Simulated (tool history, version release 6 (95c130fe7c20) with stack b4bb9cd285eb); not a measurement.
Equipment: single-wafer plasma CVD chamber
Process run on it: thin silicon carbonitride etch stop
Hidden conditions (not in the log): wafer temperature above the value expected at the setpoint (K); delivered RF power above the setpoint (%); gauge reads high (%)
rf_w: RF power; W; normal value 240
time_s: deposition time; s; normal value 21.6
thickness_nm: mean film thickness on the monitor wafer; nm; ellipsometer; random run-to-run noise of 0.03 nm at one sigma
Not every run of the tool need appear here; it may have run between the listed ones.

| run | hour | rf_w | time_s | wafers since the last listed run | hours since the last thermocouple change | hours since the last RF generator calibration | hours since the showerhead was replaced | hours since the gauge calibration | read-back reference wafer on the same gauge, thickness_nm | thickness_nm |
|---|---|---|---|---|---|---|---|---|---|---|
| 1 | 0.0 | 240 | 21.6 | 0 | 908.7 | 1572.1 | 2813.7 | 43.5 | 14.506 | 13.565 |
| 2 | 8.0 | 240 | 21.6 | 128 | 916.7 | 1580.1 | 2821.7 | 51.5 | 14.513 | 13.605 |
| 3 | 21.1 | 240 | 21.6 | 210 | 929.8 | 1593.2 | 2834.8 | 64.6 | 14.499 | 13.546 |
| 4 | 38.4 | 240 | 21.6 | 278 | 947.1 | 1610.5 | 2852.1 | 81.9 | 14.501 | 13.538 |
| 5 | 53.2 | 240 | 21.6 | 238 | 961.9 | 1625.3 | 2866.9 | 96.7 | 14.503 | 13.551 |
| 6 | 68.1 | 240 | 21.6 | 239 | 976.8 | 1640.2 | 2881.8 | 111.6 | 14.505 | 13.513 |
| 7 | 77.5 | 240 | 21.6 | 151 | 986.2 | 1649.6 | 2891.2 | 121.0 | 14.497 | 13.530 |
| 8 | 92.0 | 240 | 21.6 | 233 | 1000.7 | 1664.1 | 2905.7 | 135.5 | 14.509 | 13.518 |
| 9 | 139.1 | 240 | 21.6 | 757 | 1047.8 | 1711.2 | 2952.8 | 182.6 | 14.496 | 13.489 |
| 10 | 149.5 | 255 | 18.3 | 167 | 1058.2 | 1721.6 | 2963.2 | 193.0 | 14.499 | 11.763 |
| 11 | 157.6 | 255 | 18.3 | 130 | 1066.3 | 1729.7 | 2971.3 | 201.1 | 14.503 | 11.767 |
| 12 | 166.3 | 255 | 18.3 | 139 | 1075.0 | 1738.4 | 2980.0 | 209.8 | 14.492 | 11.763 |
| 13 | 179.5 | 260 | 20.5 | 212 | 1088.2 | 1751.6 | 2993.2 | 223.0 | 14.501 | 13.287 |
| 14 | 194.0 | 260 | 20.5 | 233 | 1102.7 | 1766.1 | 3007.7 | 237.5 | 14.499 | 13.324 |
| 15 | 211.6 | 200 | 17.3 | 283 | 1120.3 | 1783.7 | 3025.3 | 255.1 | 14.499 | 9.702 |
| 16 | 222.1 | 240 | 21.6 | 168 | 1130.8 | 1794.2 | 3035.8 | 265.6 | 14.513 | 13.462 |
| 17 | 231.8 | 220 | 19.8 | 156 | 1140.5 | 1803.9 | 3045.5 | 275.3 | 14.497 | 11.755 |
|  | 243.3 | gauge calibrated |
|  | 249.3 | thermocouple changed; heater temperature recalibrated |
| 18 | 249.8 | 255 | 22.8 | 160 | 0.5 | 1821.9 | 3063.5 | 6.5 | 14.491 | 14.609 |
| 19 | 266.0 | 240 | 25.5 | 260 | 16.7 | 1838.1 | 3079.7 | 22.7 | 14.497 | 15.836 |
|  | 283.2 | RF generator calibrated |
| 20 | 283.7 | 240 | 23.5 | 156 | 34.4 | 0.5 | 3097.4 | 40.4 | 14.505 | 14.265 |
| 21 | 300.2 | 240 | 21.6 | 265 | 50.9 | 17.0 | 3113.9 | 56.9 | 14.503 | 13.183 |
| 22 | 311.2 | 280 | 21.6 | 176 | 61.9 | 28.0 | 3124.9 | 67.9 | 14.502 | 14.169 |
|  | 334.3 | showerhead replaced |
|  | 335.9 | RF generator calibrated, repeated, since the last time left the tool worse |
| 23 | 336.4 | 270 | 19.5 | 250 | 87.1 | 0.5 | 2.1 | 93.1 | 14.503 | 13.342 |
| 24 | 337.5 | 260 | 21.6 | 17 | 88.2 | 1.6 | 3.2 | 94.2 | 14.490 | 14.515 |
| 25 | 354.4 | 265 | 21.6 | 271 | 105.1 | 18.5 | 20.1 | 111.1 | 14.500 | 14.643 |
| 26 | 365.3 | 275 | 17.3 | 175 | 116.0 | 29.4 | 31.0 | 122.0 | 14.495 | 11.910 |
| 27 | 381.5 | 240 | 25.4 | 260 | 132.2 | 45.6 | 47.2 | 138.2 | 14.503 | 16.373 |
| 28 | 393.5 | 240 | 23.7 | 193 | 144.2 | 57.6 | 59.2 | 150.2 | 14.500 | 15.300 |
| 29 | 424.4 | 240 | 21.6 | 497 | 175.1 | 88.5 | 90.1 | 181.1 | 14.501 | 13.938 |

Hidden state, per run?
wafer temperature above the value expected at the setpoint (K): 0 on each run
gauge reads high (%): 0 on each run
H1: delivered RF power above the setpoint (%)
| run | H1 |
|---|---|
| 1 | -5.1 |
| 2 | -5.14 |
| 3 | -5.23 |
| 4 | -5.33 |
| 5 | -5.43 |
| 6 | -5.52 |
| 7 | -5.58 |
| 8 | -5.67 |
| 9 | -5.98 |
| 10 | -6.05 |
| 11 | -6.11 |
| 12 | -6.16 |
| 13 | -6.25 |
| 14 | -6.35 |
| 15 | -6.47 |
| 16 | -6.55 |
| 17 | -6.62 |
| 18 | -6.74 |
| 19 | -6.86 |
| 20 | -10.4 |
| 21 | -10.4 |
| 22 | -10.4 |
| 23 | -0.000917 |
| 24 | -0.000922 |
| 25 | -0.00158 |
| 26 | -0.00259 |
| 27 | -0.00495 |
| 28 | -0.00736 |
| 29 | -0.0161 |
